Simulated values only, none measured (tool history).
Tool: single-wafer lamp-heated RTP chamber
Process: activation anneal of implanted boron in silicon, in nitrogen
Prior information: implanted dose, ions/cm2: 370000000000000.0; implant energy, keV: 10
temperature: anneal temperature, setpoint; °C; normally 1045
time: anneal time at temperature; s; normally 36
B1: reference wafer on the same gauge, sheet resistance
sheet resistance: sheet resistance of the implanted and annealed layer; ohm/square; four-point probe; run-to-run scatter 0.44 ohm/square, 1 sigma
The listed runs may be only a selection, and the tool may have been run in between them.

run 1 hour=0.0 | temperature=1045 time=36 | B1=234.33 | sheet_resistance=292.87
run 2 hour=208.4 | temperature=1045 time=36 | B1=234.47 | sheet_resistance=292.88
run 3 hour=282.3 | temperature=1045 time=36 | B1=234.56 | sheet_resistance=293.38
-- hour=359.6 pyrometer window cleaned and pyrometer calibrated
run 4 hour=360.1 | temperature=1045 time=36 | B1=234.72 | sheet_resistance=292.71
run 5 hour=422.7 | temperature=1045 time=36 | B1=234.74 | sheet_resistance=293.49
-- hour=467.6 reflector plate cleaned
run 6 hour=468.1 | temperature=1045 time=36 | B1=234.79 | sheet_resistance=293.42
run 7 hour=501.8 | temperature=1045 time=40 | B1=234.86 | sheet_resistance=291.78
run 8 hour=597.3 | temperature=1045 time=40 | B1=235.03 | sheet_resistance=292.59
run 9 hour=697.6 | temperature=1045 time=43 | B1=235.09 | sheet_resistance=292.01
run 10 hour=797.4 | temperature=1045 time=43 | B1=235.28 | sheet_resistance=292.42
run 11 hour=836.1 | temperature=1032 time=36 | B1=235.34 | sheet_resistance=294.95
run 12 hour=902.7 | temperature=1032 time=36 | B1=235.50 | sheet_resistance=294.81
-- hour=930.8 pyrometer window cleaned and pyrometer calibrated
run 13 hour=1003.3 | temperature=1032 time=36 | B1=235.69 | sheet_resistance=295.74
-- hour=1073.1 reflector plate cleaned
run 14 hour=1084.8 | temperature=1045 time=36 | B1=235.85 | sheet_resistance=294.27
run 15 hour=1172.2 | temperature=1045 time=36 | B1=236.06 | sheet_resistance=294.39
run 16 hour=1459.2 | temperature=1045 time=36 | B1=236.76 | sheet_resistance=295.16
-- hour=1513.6 pyrometer window cleaned and pyrometer calibrated
run 17 hour=1545.8 | temperature=1045 time=36 | B1=237.04 | sheet_resistance=296.05

What does the tool deliver on the next run?
-- hour=1549.6 gauge calibrated
run 18 hour=1651.6 | temperature=1045 time=36 | B1=? | sheet_resistance=?

B1: 234.12
sheet resistance: 292.25 ohm/square
With the hidden condition absent and the run-to-run variation left alone, this run would have shown sheet resistance 292.08 ohm/square.
